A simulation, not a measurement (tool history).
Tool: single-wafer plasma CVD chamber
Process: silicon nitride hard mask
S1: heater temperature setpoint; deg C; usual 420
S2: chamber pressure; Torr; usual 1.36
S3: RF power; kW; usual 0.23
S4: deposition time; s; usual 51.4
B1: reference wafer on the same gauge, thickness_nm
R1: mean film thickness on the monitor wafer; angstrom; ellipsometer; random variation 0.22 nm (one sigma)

run,hour,S1,S2,S3,S4,B1,R1
1,0,420,1.36,0.23,51.4,41.738,417.9
2,12.3,420,1.36,0.23,51.4,41.717,418.98
3,31.2,420,1.36,0.23,58.4,41.707,475.25
# hour 39.3: RF generator calibrated
4,50.6,420,1.57,0.23,51.4,41.686,453.5
5,83.7,420,1.57,0.23,51.4,41.678,451.33
6,108.9,420,1.57,0.23,51.4,41.7,451.34
7,139.8,420,1.36,0.23,58.7,41.699,500.8
8,219.3,420,1.36,0.23,42.4,41.735,358.72
# hour 229.5: showerhead replaced
9,269.7,420,1.36,0.23,51.4,41.664,437.44
# hour 278.1: thermocouple changed; heater temperature recalibrated
# hour 300.9: capacitance manometer re-zeroed and calibrated
10,301.4,420,1.36,0.23,51.4,41.751,431.78
11,330.4,420,1.57,0.23,51.4,41.66,444.31
# hour 331.4: gauge calibrated
12,356.8,420,1.36,0.23,51.4,41.728,431.41
13,388.7,425,1.23,0.23,45,41.718,374.72
14,401.1,420,1.36,0.23,47.6,41.691,398.37
15,428.9,420,1.26,0.23,59.1,41.678,487.99
16,456.5,420,1.54,0.23,44.6,41.656,381.64
17,486.8,420,1.36,0.23,45.8,41.686,381.3
18,504.8,420,1.36,0.19,51.4,41.728,381.76
19,529.7,406,1.66,0.23,51.4,41.663,451.73
20,552.4,409,1.36,0.205,51.4,41.693,401.49
21,566.3,420,1.13,0.23,57.7,41.698,464.7
22,580.2,420,1.07,0.21,59.7,41.679,449.68
23,682.8,420,1.36,0.23,51.4,41.675,428.32
24,702.4,414,1.36,0.2,51.4,41.692,387.41
25,717.1,420,1.48,0.265,51.4,41.703,473.7
26,743.7,420,1.36,0.23,51.4,41.699,426.16
27,764.5,420,1.36,0.23,51.4,41.675,425.91
28,779.7,420,1.36,0.23,47.7,41.723,392.75
29,811.8,420,1.36,0.185,51.4,41.715,369.84

What the log doesn't show, run by run:
wafer temperature above the value expected at the setpoint (K): 0 in every run
true pressure above the setpoint (%): 0 in every run
gauge reads high (%): 0 in every run
H1: delivered RF power above the setpoint (%)
run,H1
1,-7.86
2,-7.87
3,-7.89
4,-0.348
5,-0.746
6,-1.04
7,-1.38
8,-2.19
9,-2.66
10,-2.93
11,-3.17
12,-3.38
13,-3.63
14,-3.72
15,-3.92
16,-4.11
17,-4.31
18,-4.42
19,-4.57
20,-4.71
21,-4.79
22,-4.87
23,-5.4
24,-5.49
25,-5.56
26,-5.68
27,-5.77
28,-5.84
29,-5.97
